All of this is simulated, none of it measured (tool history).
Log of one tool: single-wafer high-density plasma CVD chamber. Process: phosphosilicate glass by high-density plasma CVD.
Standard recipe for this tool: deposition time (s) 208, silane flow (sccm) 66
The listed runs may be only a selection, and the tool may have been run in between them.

run     day  deposition time (s)  silane flow (sccm)  wafers since the last listed run  hours since the silane flow controller was replaced  hours since the gauge calibration  read-back reference wafer on the same gauge, thickness_nm  mean film thickness on the monitor wafer (Å)
  1       0                  180                  72                                 0                                               3410.4                              349.3                                                   1160.621                                       12962.7
      0.062  -- gauge calibrated
  2   0.896                  179                  66                               229                                               3431.9                                 20                                                   1159.588                                      11974.78
  3   2.183                  208                  66                               329                                               3462.8                               50.9                                                   1159.229                                      13887.08
  4   3.425                  208                  66                               317                                               3492.6                               80.7                                                   1159.125                                      13879.71
  5   4.254                  208                  66                               212                                               3512.5                              100.6                                                   1160.477                                      13848.93
  6   5.475                  208                  66                               312                                               3541.8                              129.9                                                   1159.776                                      13899.93
  7   6.088                  208                  66                               156                                               3556.5                              144.6                                                   1159.925                                      13982.36
  8   7.467                  208                  66                               353                                               3589.6                              177.7                                                   1160.084                                      13912.54
  9    8.65                  208                  66                               303                                                 3618                              206.1                                                   1159.478                                       13946.9
 10  10.096                  230                  66                               370                                               3652.7                              240.8                                                   1159.627                                      15444.26
 11  10.975                  230                  66                               225                                               3673.8                              261.9                                                   1160.073                                       15441.4
 12  12.171                  230                  66                               306                                               3702.5                              290.6                                                   1160.168                                      15415.16
     12.567  -- silane flow controller replaced
 13  13.408                  208                  66                               231                                                 20.2                              320.3                                                   1160.021                                      13235.71
 14  14.608                  174                  58                               307                                                   49                              349.1                                                   1159.283                                       9864.14
     15.196  -- gauge calibrated
 15   15.85                  208                  66                               317                                                 78.8                               15.7                                                   1159.319                                      13223.77
 16  16.712                  229                  66                               220                                                 99.5                               36.4                                                   1160.138                                       14565.9
 17    17.7                  195                  54                               252                                                123.2                               60.1                                                   1159.229                                      10454.99
 18  21.775                  219                  74                              1043                                                  221                              157.9                                                   1160.146                                      15419.31
 19  23.008                  248                  60                               315                                                250.6                              187.5                                                   1160.292                                      14522.96
 20  24.017                  196                  73                               258                                                274.8                              211.7                                                   1159.721                                      13613.04
 21  25.479                  208                  66                               374                                                309.9                              246.8                                                   1160.474                                      13245.51
 22   26.35                  182                  58                               222                                                330.8                              267.7                                                   1160.614                                      10405.32
 23  27.008                  174                  66                               168                                                346.6                              283.5                                                    1160.25                                      11130.77
 24  27.975                  232                  74                               247                                                369.8                              306.7                                                   1160.789                                      16339.11
 25  29.183                  249                  74                               309                                                398.8                              335.7                                                   1160.674                                      17607.98
 26  30.396                  222                  66                               310                                                427.9                              364.8                                                   1159.778                                      14195.43

Here are 5 independent what-if runs from the current tool condition. What would each one return?
     30.417  -- gauge calibrated
  A  30.417                  208                  66                                 5                                                428.4                                  0                                                          ?                                             ?
     30.417  -- gauge calibrated
  B  30.417                  239                  59                                 5                                                428.4                                  0                                                          ?                                             ?
     30.417  -- gauge calibrated
  C  30.417                  169                  66                                 5                                                428.4                                  0                                                          ?                                             ?
     30.417  -- gauge calibrated
  D  30.417                  208                  54                                 5                                                428.4                                  0                                                          ?                                             ?
     30.417  -- gauge calibrated
  E  30.417                  168                  56                                 5                                                428.4                                  0                                                          ?                                             ?

run  read-back reference wafer on the same gauge, thickness_nm  mean film thickness on the monitor wafer (Å)
  A                                                   1159.343                                      13265.39
  B                                                   1159.343                                       13850.3
  C                                                   1159.343                                      10778.13
  D                                                   1159.343                                      11188.41
  E                                                   1159.343                                       9316.39
Had the tool no hidden state, the same runs would have come out as:
run  mean film thickness on the monitor wafer (Å)
  A                                      13243.28
  B                                      13827.21
  C                                      10760.16
  D                                      11169.76
  E                                       9300.86
